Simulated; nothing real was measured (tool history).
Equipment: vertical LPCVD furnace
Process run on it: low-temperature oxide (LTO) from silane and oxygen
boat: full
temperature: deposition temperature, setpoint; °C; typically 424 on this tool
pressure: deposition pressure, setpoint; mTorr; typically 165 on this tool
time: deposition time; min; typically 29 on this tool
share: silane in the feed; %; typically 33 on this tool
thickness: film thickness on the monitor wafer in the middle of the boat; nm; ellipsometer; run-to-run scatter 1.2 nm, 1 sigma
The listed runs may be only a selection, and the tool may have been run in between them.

run     day  temperature  pressure  time  share  wafers since the last listed run  hours since the last temperature calibration  hours since the pressure gauge was zeroed  hours since the silane flow controller was replaced  hours since the gauge calibration  read-back reference wafer on the same gauge, thickness  thickness
  1       0          424       165    29     33                                 0                                        3605.3                                     2849.4                                                 5470                              216.9                                                  210.24      206.5
      0.942  -- gauge calibrated
  2   1.346          424       165    29     33                               335                                        3637.6                                     2881.7                                               5502.3                                9.7                                                  209.68     205.33
  3   2.738          424       165    29     33                               346                                          3671                                     2915.1                                               5535.7                               43.1                                                  210.24     207.08
  4    3.35          424       165    29     33                               152                                        3685.7                                     2929.8                                               5550.4                               57.8                                                   209.9     206.05
  5   3.862          424       165    29     33                               127                                          3698                                     2942.1                                               5562.7                               70.1                                                  209.64     208.49
      6.154  -- pressure gauge zeroed
  6   6.175          429       165    29     33                               327                                        3753.5                                        0.5                                               5618.2                              125.6                                                  209.91     218.68
  7   6.379          429       165    29     33                                50                                        3758.4                                        5.4                                               5623.1                              130.5                                                   210.5     220.18
  8   7.133          424       165    29     33                               187                                        3776.5                                       23.5                                               5641.2                              148.6                                                  209.99     209.14
  9   8.333          431       185    33     28                               299                                        3805.3                                       52.3                                                 5670                              177.4                                                  210.07     227.84
 10   9.429          433       155    25     38                               273                                        3831.6                                       78.6                                               5696.3                              203.7                                                  210.53     218.55
     11.042  -- thermocouples replaced and temperature profile calibrated
 11  11.062          424       140    24     33                               157                                           0.5                                      117.8                                               5735.5                              242.9                                                  209.19     146.74
     13.129  -- gauge calibrated
     14.071  -- silane flow controller replaced
 12  14.092          418       145    29     33                               505                                          73.2                                      190.5                                                  0.5                               23.1                                                   209.3     170.06
 13  14.596          431       185    33     28                               125                                          85.3                                      202.6                                                 12.6                               35.2                                                  209.63     226.64
 14  15.504          424       165    29     33                               226                                         107.1                                      224.4                                                 34.4                                 57                                                  209.71     206.57
 15  16.425          412       175    29     33                               229                                         129.2                                      246.5                                                 56.5                               79.1                                                   210.3     192.24
 16    17.4          424       145    21     29                               242                                         152.6                                      269.9                                                 79.9                              102.5                                                   210.6     108.71
 17  17.921          430       175  39.5     31                               129                                         165.1                                      282.4                                                 92.4                                115                                                  209.99     292.39

Here are 5 independent what-if runs from the current tool condition. What would each one return?
  A  18.129          424       165    29     33                                51                                         170.1                                      287.4                                                 97.4                                120                                                       ?          ?
  B  18.129          424       200  21.5     33                                51                                         170.1                                      287.4                                                 97.4                                120                                                       ?          ?
  C  18.129          424       180    29     30                                51                                         170.1                                      287.4                                                 97.4                                120                                                       ?          ?
  D  18.129          419       200    29     33                                51                                         170.1                                      287.4                                                 97.4                                120                                                       ?          ?
  E  18.129          432       165    29     33                                51                                         170.1                                      287.4                                                 97.4                                120                                                       ?          ?

run  read-back reference wafer on the same gauge, thickness  thickness
  A                                                  209.95     206.67
  B                                                  209.95     185.72
  C                                                  209.95     198.03
  D                                                  209.95     237.43
  E                                                  209.95     224.71
The same runs, with their run-to-run variation unchanged, on a tool lacking any hidden condition would have given:
run  thickness
  A     206.67
  B     185.72
  C     198.03
  D     237.43
  E     224.71

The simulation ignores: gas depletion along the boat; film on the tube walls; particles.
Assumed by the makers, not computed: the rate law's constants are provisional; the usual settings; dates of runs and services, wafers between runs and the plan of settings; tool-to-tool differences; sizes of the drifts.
